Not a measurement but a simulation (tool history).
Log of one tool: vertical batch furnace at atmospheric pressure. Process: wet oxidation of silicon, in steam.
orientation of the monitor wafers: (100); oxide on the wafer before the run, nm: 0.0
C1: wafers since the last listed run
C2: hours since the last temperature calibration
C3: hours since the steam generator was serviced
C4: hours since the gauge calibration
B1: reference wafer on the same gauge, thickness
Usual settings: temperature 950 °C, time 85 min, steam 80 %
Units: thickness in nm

{"run": 1, "hour": 0.0, "temperature": 950, "time": 85, "steam": 80, "C1": 0, "C2": 1815.5, "C3": 1664.9, "C4": 405.1, "B1": 344.93, "thickness": 304.16}
{"run": 2, "hour": 48.2, "temperature": 950, "time": 85, "steam": 80, "C1": 809, "C2": 1863.7, "C3": 1713.1, "C4": 453.3, "B1": 344.8, "thickness": 302.03}
{"run": 3, "hour": 89.6, "temperature": 959, "time": 85, "steam": 80, "C1": 695, "C2": 1905.1, "C3": 1754.5, "C4": 494.7, "B1": 345.28, "thickness": 330.57}
{"run": 4, "hour": 120.9, "temperature": 960, "time": 85, "steam": 74, "C1": 525, "C2": 1936.4, "C3": 1785.8, "C4": 526, "B1": 344.99, "thickness": 314.36}
{"run": 5, "hour": 160.8, "temperature": 960, "time": 85, "steam": 74, "C1": 670, "C2": 1976.3, "C3": 1825.7, "C4": 565.9, "B1": 345.41, "thickness": 312.82}
{"run": 6, "hour": 212.4, "temperature": 950, "time": 85, "steam": 80, "C1": 866, "C2": 2027.9, "C3": 1877.3, "C4": 617.5, "B1": 345.11, "thickness": 303.5}
{"run": 7, "hour": 256.9, "temperature": 950, "time": 85, "steam": 80, "C1": 747, "C2": 2072.4, "C3": 1921.8, "C4": 662, "B1": 345.3, "thickness": 303.55}
{"run": 8, "hour": 286.3, "temperature": 950, "time": 85, "steam": 80, "C1": 493, "C2": 2101.8, "C3": 1951.2, "C4": 691.4, "B1": 345.15, "thickness": 304.06}
{"run": 9, "hour": 345.1, "temperature": 950, "time": 85, "steam": 80, "C1": 987, "C2": 2160.6, "C3": 2010, "C4": 750.2, "B1": 345.02, "thickness": 304.5}
{"run": 10, "hour": 411.6, "temperature": 950, "time": 85, "steam": 80, "C1": 1117, "C2": 2227.1, "C3": 2076.5, "C4": 816.7, "B1": 345.03, "thickness": 304.39}
{"run": 11, "hour": 462.6, "temperature": 950, "time": 85, "steam": 80, "C1": 856, "C2": 2278.1, "C3": 2127.5, "C4": 867.7, "B1": 345.19, "thickness": 305.02}
{"run": 12, "hour": 503.9, "temperature": 950, "time": 85, "steam": 80, "C1": 693, "C2": 2319.4, "C3": 2168.8, "C4": 909, "B1": 345.06, "thickness": 305.19}
{"hour": 537.9, "done": "thermocouples replaced and temperature profile calibrated"}
{"run": 13, "hour": 550.0, "temperature": 935, "time": 85, "steam": 80, "C1": 371, "C2": 12.1, "C3": 2214.9, "C4": 955.1, "B1": 344.85, "thickness": 252.99}
{"run": 14, "hour": 582.5, "temperature": 950, "time": 85, "steam": 80, "C1": 545, "C2": 44.6, "C3": 2247.4, "C4": 987.6, "B1": 345.04, "thickness": 290.94}
{"run": 15, "hour": 619.0, "temperature": 950, "time": 85, "steam": 80, "C1": 613, "C2": 81.1, "C3": 2283.9, "C4": 1024.1, "B1": 344.76, "thickness": 294.22}
{"hour": 663.1, "done": "steam generator serviced"}
{"run": 16, "hour": 663.6, "temperature": 950, "time": 85, "steam": 80, "C1": 346, "C2": 125.7, "C3": 0.5, "C4": 1068.7, "B1": 345.44, "thickness": 293.25}
{"run": 17, "hour": 711.6, "temperature": 950, "time": 85, "steam": 80, "C1": 806, "C2": 173.7, "C3": 48.5, "C4": 1116.7, "B1": 344.97, "thickness": 293.29}
{"run": 18, "hour": 738.1, "temperature": 957, "time": 57, "steam": 75, "C1": 445, "C2": 200.2, "C3": 75, "C4": 1143.2, "B1": 345.39, "thickness": 219}
{"run": 19, "hour": 769.3, "temperature": 929, "time": 117.5, "steam": 74, "C1": 524, "C2": 231.4, "C3": 106.2, "C4": 1174.4, "B1": 345.02, "thickness": 291.74}
{"run": 20, "hour": 805.5, "temperature": 975, "time": 112.5, "steam": 69, "C1": 608, "C2": 267.6, "C3": 142.4, "C4": 1210.6, "B1": 345.21, "thickness": 405.68}
{"hour": 832.9, "done": "gauge calibrated"}
{"run": 21, "hour": 864.4, "temperature": 942, "time": 85, "steam": 84, "C1": 989, "C2": 326.5, "C3": 201.3, "C4": 31.5, "B1": 344.93, "thickness": 285.65}
{"run": 22, "hour": 924.4, "temperature": 950, "time": 118.5, "steam": 87, "C1": 1007, "C2": 386.5, "C3": 261.3, "C4": 91.5, "B1": 344.86, "thickness": 405.41}
{"run": 23, "hour": 1018.8, "temperature": 950, "time": 85, "steam": 80, "C1": 1585, "C2": 480.9, "C3": 355.7, "C4": 185.9, "B1": 344.91, "thickness": 297.09}
{"run": 24, "hour": 1054.6, "temperature": 950, "time": 85, "steam": 80, "C1": 601, "C2": 516.7, "C3": 391.5, "C4": 221.7, "B1": 344.9, "thickness": 296.09}
{"run": 25, "hour": 1103.4, "temperature": 944, "time": 59.5, "steam": 80, "C1": 819, "C2": 565.5, "C3": 440.3, "C4": 270.5, "B1": 345.16, "thickness": 211.17}
{"run": 26, "hour": 1141.2, "temperature": 950, "time": 120.5, "steam": 80, "C1": 635, "C2": 603.3, "C3": 478.1, "C4": 308.3, "B1": 344.86, "thickness": 389.07}
{"run": 27, "hour": 1170.6, "temperature": 965, "time": 85, "steam": 80, "C1": 493, "C2": 632.7, "C3": 507.5, "C4": 337.7, "B1": 344.88, "thickness": 340.35}
{"run": 28, "hour": 1285.5, "temperature": 950, "time": 85, "steam": 80, "C1": 1930, "C2": 747.6, "C3": 622.4, "C4": 452.6, "B1": 345, "thickness": 300.29}
{"run": 29, "hour": 1328.8, "temperature": 927, "time": 98.5, "steam": 90, "C1": 727, "C2": 790.9, "C3": 665.7, "C4": 495.9, "B1": 345.02, "thickness": 297.05}
{"run": 30, "hour": 1379.1, "temperature": 939, "time": 74, "steam": 80, "C1": 844, "C2": 841.2, "C3": 716, "C4": 546.2, "B1": 344.81, "thickness": 241.4}
{"run": 31, "hour": 1407.1, "temperature": 950, "time": 85, "steam": 75, "C1": 470, "C2": 869.2, "C3": 744, "C4": 574.2, "B1": 344.97, "thickness": 285.19}
{"run": 32, "hour": 1455.3, "temperature": 950, "time": 85, "steam": 80, "C1": 809, "C2": 917.4, "C3": 792.2, "C4": 622.4, "B1": 344.8, "thickness": 300.98}

The tool's hidden state at each run:
steam share off its setpoint, % of the setpoint: 0 in every run
gauge reads high (%): 0 in every run
H1: true tube temperature minus thermocouple reading, K
run=1 H1=4.64
run=2 H1=4.67
run=3 H1=4.7
run=4 H1=4.73
run=5 H1=4.75
run=6 H1=4.78
run=7 H1=4.81
run=8 H1=4.83
run=9 H1=4.86
run=10 H1=4.89
run=11 H1=4.92
run=12 H1=4.93
run=13 H1=0.367
run=14 H1=0.553
run=15 H1=0.754
run=16 H1=0.988
run=17 H1=1.23
run=18 H1=1.35
run=19 H1=1.5
run=20 H1=1.66
run=21 H1=1.91
run=22 H1=2.15
run=23 H1=2.49
run=24 H1=2.61
run=25 H1=2.77
run=26 H1=2.88
run=27 H1=2.97
run=28 H1=3.28
run=29 H1=3.39
run=30 H1=3.51
run=31 H1=3.57
run=32 H1=3.68
